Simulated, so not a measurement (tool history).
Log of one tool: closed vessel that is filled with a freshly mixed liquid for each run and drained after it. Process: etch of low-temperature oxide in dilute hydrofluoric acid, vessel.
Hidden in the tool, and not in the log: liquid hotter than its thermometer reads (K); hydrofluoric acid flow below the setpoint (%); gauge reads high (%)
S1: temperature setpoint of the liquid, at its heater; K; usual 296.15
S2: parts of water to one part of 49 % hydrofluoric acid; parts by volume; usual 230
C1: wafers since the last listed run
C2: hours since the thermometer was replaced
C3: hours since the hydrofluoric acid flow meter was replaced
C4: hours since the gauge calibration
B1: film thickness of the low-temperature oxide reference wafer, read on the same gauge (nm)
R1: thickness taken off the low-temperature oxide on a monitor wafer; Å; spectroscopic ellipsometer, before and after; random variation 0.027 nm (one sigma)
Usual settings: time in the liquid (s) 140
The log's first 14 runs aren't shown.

Run 15, hour 740.2: usual settings; C1 2817; C2 1667; C3 632.7; C4 980.2; B1 130.04. Result: R1 91.9 Å.
Run 16, hour 807: usual settings but S1 293.65 K; C1 6468; C2 1733.8; C3 699.5; C4 1047; B1 130.01. Result: R1 83.9 Å.
Run 17, hour 843.4: usual settings but S2 280 parts by volume; C1 3524; C2 1770.2; C3 735.9; C4 1083.4; B1 130. Result: R1 72.4 Å.
Run 18, hour 901.7: usual settings but S1 299.15 K, S2 125 parts by volume, time in the liquid (s) 220; C1 5645; C2 1828.5; C3 794.2; C4 1141.7; B1 130.04. Result: R1 336 Å.
Run 19, hour 937: usual settings; C1 3418; C2 1863.8; C3 829.5; C4 1177; B1 129.99. Result: R1 92.7 Å.
At hour 977.9: thermometer replaced.
At hour 979.3: gauge calibrated.
Run 20, hour 1005: usual settings but time in the liquid (s) 195; C1 6487; C2 27.1; C3 897.5; C4 25.7; B1 130.02. Result: R1 124 Å.
Run 21, hour 1075.4: usual settings; C1 6816; C2 97.5; C3 967.9; C4 96.1; B1 129.99. Result: R1 89 Å.
At hour 1095.9: hydrofluoric acid flow meter replaced.
Run 22, hour 1116.8: usual settings; C1 3911; C2 138.9; C3 20.9; C4 137.5; B1 130. Result: R1 90.8 Å.
Run 23, hour 1141.8: usual settings but S2 335 parts by volume, time in the liquid (s) 180; C1 2420; C2 163.9; C3 45.9; C4 162.5; B1 130.01. Result: R1 72.5 Å.
Run 24, hour 1188.1: usual settings but S1 294.15 K; C1 4483; C2 210.2; C3 92.2; C4 208.8; B1 130.03. Result: R1 84.4 Å.
Run 25, hour 1226.4: usual settings but S2 260 parts by volume, time in the liquid (s) 110; C1 3708; C2 248.5; C3 130.5; C4 247.1; B1 129.97. Result: R1 61.1 Å.
Run 26, hour 1293: usual settings; C1 6448; C2 315.1; C3 197.1; C4 313.7; B1 130.03. Result: R1 90.2 Å.
Run 27, hour 1344.2: usual settings but S1 297.65 K, S2 260 parts by volume; C1 4957; C2 366.3; C3 248.3; C4 364.9; B1 129.97. Result: R1 82 Å.
Run 28, hour 1369: usual settings but time in the liquid (s) 210; C1 2401; C2 391.1; C3 273.1; C4 389.7; B1 130.03. Result: R1 135.6 Å.
Run 29, hour 1396.5: usual settings but S1 297.65 K, S2 125 parts by volume, time in the liquid (s) 95; C1 2662; C2 418.6; C3 300.6; C4 417.2; B1 129.98. Result: R1 135.2 Å.

Run 30 comes next. What will it give?
Run 30, hour 1462.1: usual settings; C1 6351; C2 484.2; C3 366.2; C4 482.8; B1 ?. Result: R1 ?.

{"run 30": {"B1": 130, "R1": 90.6}}
Without the tool's hidden state the same run would have given R1 90.1 Å.
